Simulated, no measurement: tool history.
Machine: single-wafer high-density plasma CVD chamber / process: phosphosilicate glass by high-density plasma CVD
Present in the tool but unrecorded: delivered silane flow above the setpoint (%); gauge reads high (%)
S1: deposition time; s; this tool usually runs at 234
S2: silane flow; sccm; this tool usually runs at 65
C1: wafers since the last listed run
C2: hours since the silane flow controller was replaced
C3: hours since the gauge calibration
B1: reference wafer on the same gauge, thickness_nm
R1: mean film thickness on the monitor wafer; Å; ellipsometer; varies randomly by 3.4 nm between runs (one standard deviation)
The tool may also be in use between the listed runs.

{"run": 1, "hour": 0.0, "S1": 234, "S2": 65, "C1": 0, "C2": 2554.1, "C3": 185.5, "B1": 1601.322, "R1": 16403.19}
{"run": 2, "hour": 14.8, "S1": 234, "S2": 65, "C1": 99, "C2": 2568.9, "C3": 200.3, "B1": 1601.09, "R1": 16405.75}
{"run": 3, "hour": 36.9, "S1": 234, "S2": 65, "C1": 149, "C2": 2591.0, "C3": 222.4, "B1": 1599.125, "R1": 16418.9}
{"run": 4, "hour": 64.5, "S1": 234, "S2": 65, "C1": 186, "C2": 2618.6, "C3": 250.0, "B1": 1599.484, "R1": 16407.41}
{"run": 5, "hour": 84.8, "S1": 234, "S2": 65, "C1": 137, "C2": 2638.9, "C3": 270.3, "B1": 1601.702, "R1": 16400.63}
{"run": 6, "hour": 106.0, "S1": 234, "S2": 65, "C1": 143, "C2": 2660.1, "C3": 291.5, "B1": 1599.547, "R1": 16346.85}
{"run": 7, "hour": 123.6, "S1": 234, "S2": 65, "C1": 118, "C2": 2677.7, "C3": 309.1, "B1": 1599.379, "R1": 16434.35}
{"run": 8, "hour": 140.7, "S1": 271, "S2": 61, "C1": 115, "C2": 2694.8, "C3": 326.2, "B1": 1599.415, "R1": 17775.01}
{"run": 9, "hour": 168.5, "S1": 264, "S2": 55, "C1": 187, "C2": 2722.6, "C3": 354.0, "B1": 1600.141, "R1": 15700.95}
{"run": 10, "hour": 201.1, "S1": 264, "S2": 55, "C1": 220, "C2": 2755.2, "C3": 386.6, "B1": 1600.645, "R1": 15625.64}
{"hour": 222.6, "done": "gauge calibrated"}
{"run": 11, "hour": 233.7, "S1": 264, "S2": 55, "C1": 220, "C2": 2787.8, "C3": 11.1, "B1": 1599.694, "R1": 15684.91}
{"run": 12, "hour": 257.1, "S1": 234, "S2": 65, "C1": 158, "C2": 2811.2, "C3": 34.5, "B1": 1599.62, "R1": 16374.04}
{"run": 13, "hour": 282.5, "S1": 234, "S2": 74, "C1": 171, "C2": 2836.6, "C3": 59.9, "B1": 1601.644, "R1": 18664.57}
{"run": 14, "hour": 297.4, "S1": 234, "S2": 65, "C1": 100, "C2": 2851.5, "C3": 74.8, "B1": 1599.449, "R1": 16377.67}
{"run": 15, "hour": 311.5, "S1": 234, "S2": 65, "C1": 95, "C2": 2865.6, "C3": 88.9, "B1": 1599.467, "R1": 16404.48}
{"run": 16, "hour": 374.4, "S1": 234, "S2": 65, "C1": 424, "C2": 2928.5, "C3": 151.8, "B1": 1597.672, "R1": 16474.86}
{"run": 17, "hour": 389.1, "S1": 272, "S2": 70, "C1": 99, "C2": 2943.2, "C3": 166.5, "B1": 1601.198, "R1": 20492.22}
{"hour": 400.9, "done": "silane flow controller replaced"}
{"run": 18, "hour": 424.9, "S1": 220, "S2": 65, "C1": 187, "C2": 24.0, "C3": 202.3, "B1": 1600.3, "R1": 14449.65}
{"run": 19, "hour": 439.4, "S1": 203, "S2": 65, "C1": 97, "C2": 38.5, "C3": 216.8, "B1": 1600.012, "R1": 13295.58}
{"run": 20, "hour": 466.1, "S1": 261, "S2": 71, "C1": 180, "C2": 65.2, "C3": 243.5, "B1": 1599.515, "R1": 18816.22}
{"run": 21, "hour": 498.4, "S1": 218, "S2": 56, "C1": 218, "C2": 97.5, "C3": 275.8, "B1": 1599.6, "R1": 12347.33}
{"run": 22, "hour": 525.2, "S1": 253, "S2": 68, "C1": 181, "C2": 124.3, "C3": 302.6, "B1": 1600.004, "R1": 17456.0}
{"run": 23, "hour": 554.4, "S1": 234, "S2": 59, "C1": 197, "C2": 153.5, "C3": 331.8, "B1": 1598.824, "R1": 13975.16}
{"run": 24, "hour": 586.5, "S1": 234, "S2": 59, "C1": 216, "C2": 185.6, "C3": 363.9, "B1": 1599.206, "R1": 14068.0}
{"run": 25, "hour": 616.4, "S1": 267, "S2": 70, "C1": 201, "C2": 215.5, "C3": 393.8, "B1": 1600.785, "R1": 19064.82}
{"run": 26, "hour": 636.5, "S1": 234, "S2": 65, "C1": 135, "C2": 235.6, "C3": 413.9, "B1": 1599.846, "R1": 15527.25}

Measured less the same run without the tool's hidden state. The same run-to-run variation is in both; the gauge's scatter may not be:
run=1 R1=+848.67
run=2 R1=+850.08
run=3 R1=+852.65
run=4 R1=+854.34
run=5 R1=+855.65
run=6 R1=+854.53
run=7 R1=+860.49
run=8 R1=+932.12
run=9 R1=+825.38
run=10 R1=+823.72
run=11 R1=+829.08
run=12 R1=+867.14
run=13 R1=+990.43
run=14 R1=+870.07
run=15 R1=+872.44
run=16 R1=+880.25
run=17 R1=+1096.03
run=18 R1=-190.36
run=19 R1=-164.51
run=20 R1=-205.64
run=21 R1=-113.99
run=22 R1=-137.27
run=23 R1=-89.62
run=24 R1=-68.44
run=25 R1=-66.08
run=26 R1=-39.57
